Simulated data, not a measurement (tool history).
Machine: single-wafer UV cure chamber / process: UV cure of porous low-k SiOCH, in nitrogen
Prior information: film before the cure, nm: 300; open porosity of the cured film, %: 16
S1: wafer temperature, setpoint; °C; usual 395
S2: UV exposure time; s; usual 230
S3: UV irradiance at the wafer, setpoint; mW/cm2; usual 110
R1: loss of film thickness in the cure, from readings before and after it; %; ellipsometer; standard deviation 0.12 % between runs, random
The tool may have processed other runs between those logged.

| run | hour | S1 | S2 | S3 | R1 |
|---|---|---|---|---|---|
| 1 | 0.0 | 395 | 230 | 110 | 9.666 |
|  | 4.9 | quartz window cleaned |
| 2 | 20.9 | 395 | 230 | 110 | 9.710 |
| 3 | 46.5 | 395 | 230 | 110 | 9.528 |
| 4 | 69.2 | 395 | 230 | 110 | 9.521 |
| 5 | 104.7 | 395 | 230 | 110 | 9.351 |
|  | 114.2 | quartz window cleaned |
| 6 | 138.0 | 395 | 230 | 110 | 9.336 |
| 7 | 157.7 | 395 | 230 | 110 | 9.323 |
| 8 | 177.6 | 395 | 230 | 110 | 9.401 |
| 9 | 190.5 | 395 | 230 | 110 | 9.322 |
| 10 | 222.3 | 402 | 230 | 102 | 9.214 |
|  | 235.8 | quartz window cleaned |
| 11 | 247.8 | 395 | 230 | 85 | 8.208 |
|  | 264.6 | UV bulbs replaced |
| 12 | 265.1 | 395 | 230 | 110 | 11.648 |
| 13 | 331.3 | 395 | 230 | 85 | 10.456 |
| 14 | 344.9 | 406 | 230 | 73 | 9.974 |
|  | 363.2 | quartz window cleaned |
| 15 | 374.7 | 395 | 230 | 138 | 12.588 |
| 16 | 400.7 | 395 | 230 | 110 | 11.649 |
| 17 | 432.4 | 412 | 130 | 126 | 9.818 |
| 18 | 458.5 | 395 | 230 | 110 | 11.375 |
|  | 477.2 | quartz window cleaned |
| 19 | 487.1 | 403 | 100 | 91 | 7.343 |
| 20 | 499.6 | 384 | 165 | 126 | 10.434 |
| 21 | 523.7 | 395 | 230 | 79 | 10.006 |
| 22 | 537.5 | 395 | 335 | 121 | 13.520 |

What if the next run were any one of these 3? Each begins from the tool's condition after run 22:
| A | 537.9 | 395 | 145 | 110 | ? |
| B | 537.9 | 384 | 115 | 132 | ? |
| C | 537.9 | 386 | 145 | 149 | ? |

| run | R1 |
|---|---|
| A | 9.492 |
| B | 9.092 |
| C | 10.674 |
Stripped of hidden state, with their random variation kept, the same runs would have yielded:
| run | R1 |
|---|---|
| A | 9.812 |
| B | 9.408 |
| C | 11.005 |
